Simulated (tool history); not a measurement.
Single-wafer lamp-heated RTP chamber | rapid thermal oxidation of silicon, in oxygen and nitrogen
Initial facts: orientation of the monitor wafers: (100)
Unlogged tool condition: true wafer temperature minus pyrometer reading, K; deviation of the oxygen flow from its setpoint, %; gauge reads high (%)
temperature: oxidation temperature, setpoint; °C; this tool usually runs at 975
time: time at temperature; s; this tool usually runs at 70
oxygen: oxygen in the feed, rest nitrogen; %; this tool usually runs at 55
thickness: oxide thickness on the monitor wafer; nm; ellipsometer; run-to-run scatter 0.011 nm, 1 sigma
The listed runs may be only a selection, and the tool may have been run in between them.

run    hour  temperature  time  oxygen  wafers since the last listed run  wafers since the last pyrometer calibration  hours since the oxygen flow controller was replaced  hours since the gauge calibration  read-back reference wafer on the same gauge, thickness  thickness
  1       0          975    70      55                                 0                                         2102                                               3693.1                              137.6                                                   4.359      4.628
  2    64.9          975    70      55                               434                                         2536                                                 3758                              202.5                                                    4.36      4.619
  3   134.7          975    70      55                               466                                         3003                                               3827.8                              272.3                                                   4.361      4.655
  4   180.1          975    62      55                               303                                         3307                                               3873.2                              317.7                                                   4.361      4.417
  5   206.5          975    62      55                               176                                         3484                                               3899.6                              344.1                                                    4.36      4.411
  6   277.8          975    62      55                               476                                         3960                                               3970.9                              415.4                                                    4.36      4.405
      307.1  -- pyrometer window cleaned and pyrometer calibrated
  7   327.3          964    70      75                               277                                          135                                               4020.4                              464.9                                                   4.361      4.797
  8   382.2          964    70      75                               367                                          502                                               4075.3                              519.8                                                   4.357      4.809
  9   443.1          975    70      55                               407                                          909                                               4136.2                              580.7                                                    4.36      4.707
      497.9  -- pyrometer window cleaned and pyrometer calibrated, repeated, since the last time left the tool worse
 10     510          975    70      55                               394                                           81                                               4203.1                              647.6                                                   4.359      4.575
 11   568.8          975    70      55                               393                                          474                                               4261.9                              706.4                                                    4.36      4.594
 12   615.6          984    44      70                               313                                          787                                               4308.7                              753.2                                                    4.36      4.361
 13   640.8          963    96      68                               168                                          956                                               4333.9                              778.4                                                   4.361      5.178
 14   701.9          952    84      55                               408                                         1364                                                 4395                              839.5                                                   4.359      4.254
 15   743.5          975    44      43                               278                                         1643                                               4436.6                              881.1                                                   4.358       3.61
      760.5  -- oxygen flow controller replaced
 16   775.5          975    36      43                               160                                         1803                                                   15                              913.1                                                    4.36       3.37
 17   838.4          967    43      82                               420                                         2224                                                 77.9                                976                                                   4.362      4.079
 18   868.2          975    90      55                               199                                         2423                                                107.7                             1005.8                                                   4.359      5.131
      877.4  -- gauge calibrated
 19   932.6          975    70      55                               430                                         2854                                                172.1                               55.2                                                   4.359      4.654
 20  1003.5          963    94      55                               474                                         3329                                                  243                              126.1                                                   4.359      4.814
 21  1075.3          967    44      79                               480                                         3809                                                314.8                              197.9                                                   4.359      4.093
     1087.3  -- pyrometer window cleaned and pyrometer calibrated
 22  1101.6          975    85      32                               122                                           95                                                341.1                              224.2                                                   4.358      4.212
 23  1168.1          975    70      55                               444                                          540                                                407.6                              290.7                                                   4.361        4.6

Results per run with the tool's hidden condition removed, run-to-run variation unchanged:
run  thickness
  1      4.575
  2      4.563
  3      4.595
  4       4.36
  5      4.354
  6      4.347
  7      4.677
  8      4.674
  9      4.566
 10      4.571
 11      4.573
 12      4.333
 13      5.137
 14      4.215
 15      3.579
 16      3.342
 17      4.033
 18      5.068
 19      4.597
 20      4.751
 21      4.042
 22      4.201
 23       4.57

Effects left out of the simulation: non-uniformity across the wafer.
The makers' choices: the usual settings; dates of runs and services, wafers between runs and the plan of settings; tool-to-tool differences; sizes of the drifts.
